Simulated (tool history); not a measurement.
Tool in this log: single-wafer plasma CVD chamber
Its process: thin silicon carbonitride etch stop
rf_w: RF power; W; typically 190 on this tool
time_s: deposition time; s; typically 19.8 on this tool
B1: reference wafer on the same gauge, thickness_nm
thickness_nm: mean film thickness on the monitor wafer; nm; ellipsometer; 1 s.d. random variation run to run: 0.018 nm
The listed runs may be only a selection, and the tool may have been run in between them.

{"run": 1, "day": 0.0, "rf_w": 190, "time_s": 18.4, "B1": 11.399, "thickness_nm": 11.105}
{"run": 2, "day": 0.712, "rf_w": 190, "time_s": 18.4, "B1": 11.397, "thickness_nm": 11.133}
{"run": 3, "day": 2.146, "rf_w": 190, "time_s": 18.4, "B1": 11.397, "thickness_nm": 11.105}
{"run": 4, "day": 3.092, "rf_w": 190, "time_s": 19.8, "B1": 11.393, "thickness_nm": 11.953}
{"run": 5, "day": 3.633, "rf_w": 190, "time_s": 22.5, "B1": 11.399, "thickness_nm": 13.601}
{"run": 6, "day": 4.558, "rf_w": 190, "time_s": 22.5, "B1": 11.393, "thickness_nm": 13.58}
{"run": 7, "day": 5.171, "rf_w": 190, "time_s": 19.8, "B1": 11.388, "thickness_nm": 11.948}
{"run": 8, "day": 5.796, "rf_w": 190, "time_s": 19.8, "B1": 11.381, "thickness_nm": 11.939}
{"run": 9, "day": 7.233, "rf_w": 175, "time_s": 21.2, "B1": 11.377, "thickness_nm": 12.573}
{"day": 8.408, "done": "showerhead replaced"}
{"run": 10, "day": 8.429, "rf_w": 175, "time_s": 21.2, "B1": 11.365, "thickness_nm": 12.551}
{"run": 11, "day": 8.983, "rf_w": 190, "time_s": 19.8, "B1": 11.357, "thickness_nm": 11.913}
{"run": 12, "day": 10.046, "rf_w": 215, "time_s": 21.9, "B1": 11.346, "thickness_nm": 13.459}
{"run": 13, "day": 11.021, "rf_w": 160, "time_s": 18.7, "B1": 11.333, "thickness_nm": 10.848}
{"day": 12.221, "done": "RF generator calibrated"}
{"run": 14, "day": 12.242, "rf_w": 165, "time_s": 21.1, "B1": 11.328, "thickness_nm": 12.302}
{"day": 12.692, "done": "gauge calibrated"}
{"run": 15, "day": 12.988, "rf_w": 155, "time_s": 22.3, "B1": 11.402, "thickness_nm": 12.954}
{"run": 16, "day": 14.262, "rf_w": 190, "time_s": 19.8, "B1": 11.409, "thickness_nm": 11.957}
{"run": 17, "day": 15.588, "rf_w": 210, "time_s": 21.0, "B1": 11.4, "thickness_nm": 12.906}
{"day": 16.804, "done": "thermocouple changed; heater temperature recalibrated"}
{"run": 18, "day": 16.825, "rf_w": 190, "time_s": 19.8, "B1": 11.396, "thickness_nm": 11.918}
{"run": 19, "day": 17.971, "rf_w": 190, "time_s": 19.8, "B1": 11.385, "thickness_nm": 11.941}
{"run": 20, "day": 19.433, "rf_w": 160, "time_s": 21.3, "B1": 11.375, "thickness_nm": 12.429}
{"run": 21, "day": 20.275, "rf_w": 225, "time_s": 22.9, "B1": 11.369, "thickness_nm": 14.272}
{"run": 22, "day": 21.392, "rf_w": 175, "time_s": 16.9, "B1": 11.358, "thickness_nm": 10.005}

Forecast each of these 3 alternatives for the next run:
{"run": "A", "day": 21.408, "rf_w": 190, "time_s": 19.8, "B1": "?", "thickness_nm": "?"}
{"run": "B", "day": 21.408, "rf_w": 205, "time_s": 21.3, "B1": "?", "thickness_nm": "?"}
{"run": "C", "day": 21.408, "rf_w": 210, "time_s": 19.8, "B1": "?", "thickness_nm": "?"}

run=A B1=11.360 thickness_nm=11.915
run=B B1=11.360 thickness_nm=13.011
run=C B1=11.360 thickness_nm=12.153
Without the tool's unlogged condition, the same runs would have read:
run=A thickness_nm=11.956
run=B thickness_nm=13.056
run=C thickness_nm=12.195
